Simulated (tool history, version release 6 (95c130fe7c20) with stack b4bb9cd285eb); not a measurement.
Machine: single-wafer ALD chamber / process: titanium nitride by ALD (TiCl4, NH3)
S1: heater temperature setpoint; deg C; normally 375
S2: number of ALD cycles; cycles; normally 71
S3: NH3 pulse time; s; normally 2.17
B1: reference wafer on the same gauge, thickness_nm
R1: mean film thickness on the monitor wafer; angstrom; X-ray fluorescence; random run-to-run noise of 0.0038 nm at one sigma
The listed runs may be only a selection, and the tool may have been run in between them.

| run | hour | S1 | S2 | S3 | B1 | R1 |
|---|---|---|---|---|---|---|
| 1 | 0 | 375 | 71 | 2.17 | 1.411 | 14.99 |
| 2 | 105.1 | 367 | 71 | 2.17 | 1.41 | 14.8 |
| 3 | 148.8 | 367 | 71 | 2.17 | 1.41 | 14.78 |
| 4 | 213.7 | 375 | 71 | 2.36 | 1.409 | 15.06 |
| 5 | 311.1 | 375 | 71 | 2.17 | 1.407 | 14.93 |
| 6 | 416.4 | 375 | 71 | 2.17 | 1.405 | 14.85 |
| 7 | 455.4 | 375 | 71 | 2.17 | 1.405 | 14.92 |
| 8 | 528.2 | 375 | 71 | 2.17 | 1.403 | 14.93 |
| 9 | 796.5 | 375 | 71 | 2.17 | 1.401 | 14.87 |
| 10 | 871.6 | 369 | 71 | 2.17 | 1.399 | 14.7 |
| 11 | 917.6 | 369 | 71 | 2.17 | 1.399 | 14.7 |
| 12 | 1000.7 | 375 | 71 | 2.17 | 1.397 | 14.89 |
| 13 | 1040.9 | 375 | 71 | 2.17 | 1.396 | 14.9 |
| 14 | 1090.8 | 375 | 71 | 2.17 | 1.396 | 14.81 |
| 15 | 1165 | 375 | 71 | 2.17 | 1.395 | 14.84 |
| 16 | 1272.7 | 375 | 71 | 2.17 | 1.393 | 14.78 |
|  | 1277.3 | gauge calibrated |
| 17 | 1368.4 | 375 | 71 | 2.17 | 1.417 | 15.02 |
| 18 | 1450.6 | 375 | 71 | 2.17 | 1.416 | 15.05 |
| 19 | 1522.7 | 381 | 71 | 2.17 | 1.414 | 15.12 |
| 20 | 1601.2 | 375 | 71 | 2.17 | 1.414 | 15.01 |
| 21 | 1667.6 | 375 | 71 | 2.17 | 1.412 | 15 |
|  | 1676.3 | thermocouple changed; heater temperature recalibrated |
| 22 | 1714.2 | 389 | 85 | 2.48 | 1.412 | 18.34 |
| 23 | 1754.9 | 386 | 84 | 2.17 | 1.412 | 18 |
| 24 | 1796.9 | 375 | 71 | 2.17 | 1.411 | 15.06 |
| 25 | 1881.6 | 375 | 60 | 2.17 | 1.409 | 12.7 |
| 26 | 1975.2 | 388 | 83 | 1.75 | 1.408 | 17.49 |
| 27 | 2045.8 | 368 | 76 | 1.93 | 1.407 | 15.73 |
| 28 | 2138.6 | 390 | 64 | 2.48 | 1.406 | 13.77 |
| 29 | 2234.1 | 375 | 71 | 2.17 | 1.405 | 14.91 |
|  | 2251 | showerhead replaced |
| 30 | 2286.2 | 388 | 60 | 2.17 | 1.403 | 12.74 |
| 31 | 2348.1 | 389 | 71 | 2.17 | 1.403 | 15.09 |
| 32 | 2442.2 | 375 | 71 | 2.17 | 1.402 | 14.9 |
| 33 | 2531.5 | 379 | 64 | 2.43 | 1.4 | 13.58 |
| 34 | 2613.6 | 375 | 71 | 1.62 | 1.399 | 14.67 |
| 35 | 2910.9 | 375 | 71 | 2.17 | 1.394 | 14.85 |
| 36 | 2993.5 | 375 | 71 | 2.17 | 1.394 | 14.77 |

Predict each of these 3 candidate next runs independently; none follows another, all start after run 36:
| A | 2994.1 | 375 | 71 | 2.17 | ? | ? |
| B | 2994.1 | 366 | 60 | 2.41 | ? | ? |
| C | 2994.1 | 371 | 60 | 2.17 | ? | ? |

| run | B1 | R1 |
|---|---|---|
| A | 1.393 | 14.73 |
| B | 1.393 | 12.32 |
| C | 1.393 | 12.35 |
Without the tool's hidden state the same runs would have given:
| run | R1 |
|---|---|
| A | 15 |
| B | 12.56 |
| C | 12.59 |

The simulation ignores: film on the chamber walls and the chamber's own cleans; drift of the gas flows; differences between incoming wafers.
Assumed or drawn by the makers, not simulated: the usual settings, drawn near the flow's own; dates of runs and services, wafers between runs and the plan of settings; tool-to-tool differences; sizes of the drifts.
